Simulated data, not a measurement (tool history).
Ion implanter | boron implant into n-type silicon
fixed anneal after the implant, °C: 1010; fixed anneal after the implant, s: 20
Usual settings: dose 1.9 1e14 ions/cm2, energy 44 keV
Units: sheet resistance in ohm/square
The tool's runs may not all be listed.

run	hour	dose	energy	wafers since the last listed run	hours since the last dose calibration	hours since the extraction supply was calibrated	hours since the gauge calibration	read-back reference wafer on the same gauge, sheet resistance	sheet resistance
1	0	1.9	52.5	0	1197.6	4272.4	40.9	505.98	432.1
2	16.8	1.9	52.5	585	1214.4	4289.2	57.7	505.96	432.53
3	42.9	1.9	52.5	909	1240.5	4315.3	83.8	506	432.86
4	60.4	1.9	44	609	1258	4332.8	101.3	505.95	446.66
5	76.1	1.9	36	547	1273.7	4348.5	117	506.23	457.09
6	83.7	1.9	44	264	1281.3	4356.1	124.6	506.23	445.8
7	98.6	1.52	44	519	1296.2	4371	139.5	506.19	522.96
8	106.5	1.9	37.5	275	1304.1	4378.9	147.4	506.12	454.03
9	113.4	1.9	37.5	240	1311	4385.8	154.3	506.02	456.63
10	125.4	1.53	44	418	1323	4397.8	166.3	506.07	519.46
# hour 138.1: extraction supply calibrated
11	138.6	1.53	44	181	1336.2	0.5	179.5	505.74	520.48
# hour 160.2: Faraday cup replaced and dose calibrated
# hour 163.8: gauge calibrated
12	171.2	1.9	44	857	11	33.1	7.4	505.95	434.87
13	180.3	1.9	29	317	20.1	42.2	16.5	506.22	459.92
14	197.6	1.39	32.5	602	37.4	59.5	33.8	506.3	572.82
# hour 212.1: Faraday cup replaced and dose calibrated, repeated, since the last time left the tool worse
15	212.6	2.13	38.5	243	0.5	74.5	48.8	506.14	425.58
16	225.2	1.46	44	439	13.1	87.1	61.4	505.9	548.77
17	234.1	2.33	51	310	22	96	70.3	506	380.94
18	244.1	2.28	44	348	32	106	80.3	505.84	395.59
19	257.6	2.16	38	470	45.5	119.5	93.8	506.15	419.92
20	272	1.7	37	501	59.9	133.9	108.2	505.88	503.61
21	284.6	1.9	44	439	72.5	146.5	120.8	506.04	452
22	291.9	2.19	51	254	79.8	153.8	128.1	505.95	398.14

4 ways to go on from here, each from the tool as it stands after run 22. What would each give?
A	292.3	1.9	50	13	80.2	154.2	128.5	?	?
B	292.3	1.48	54.5	13	80.2	154.2	128.5	?	?
C	292.3	2.08	34.5	13	80.2	154.2	128.5	?	?
D	292.3	2.12	44	13	80.2	154.2	128.5	?	?

run	read-back reference wafer on the same gauge, sheet resistance	sheet resistance
A	505.99	444.07
B	505.99	523.45
C	505.99	437.83
D	505.99	417.62
Without the tool's hidden state the same runs would have given:
run	sheet resistance
A	446.59
B	526.35
C	440.45
D	420.05
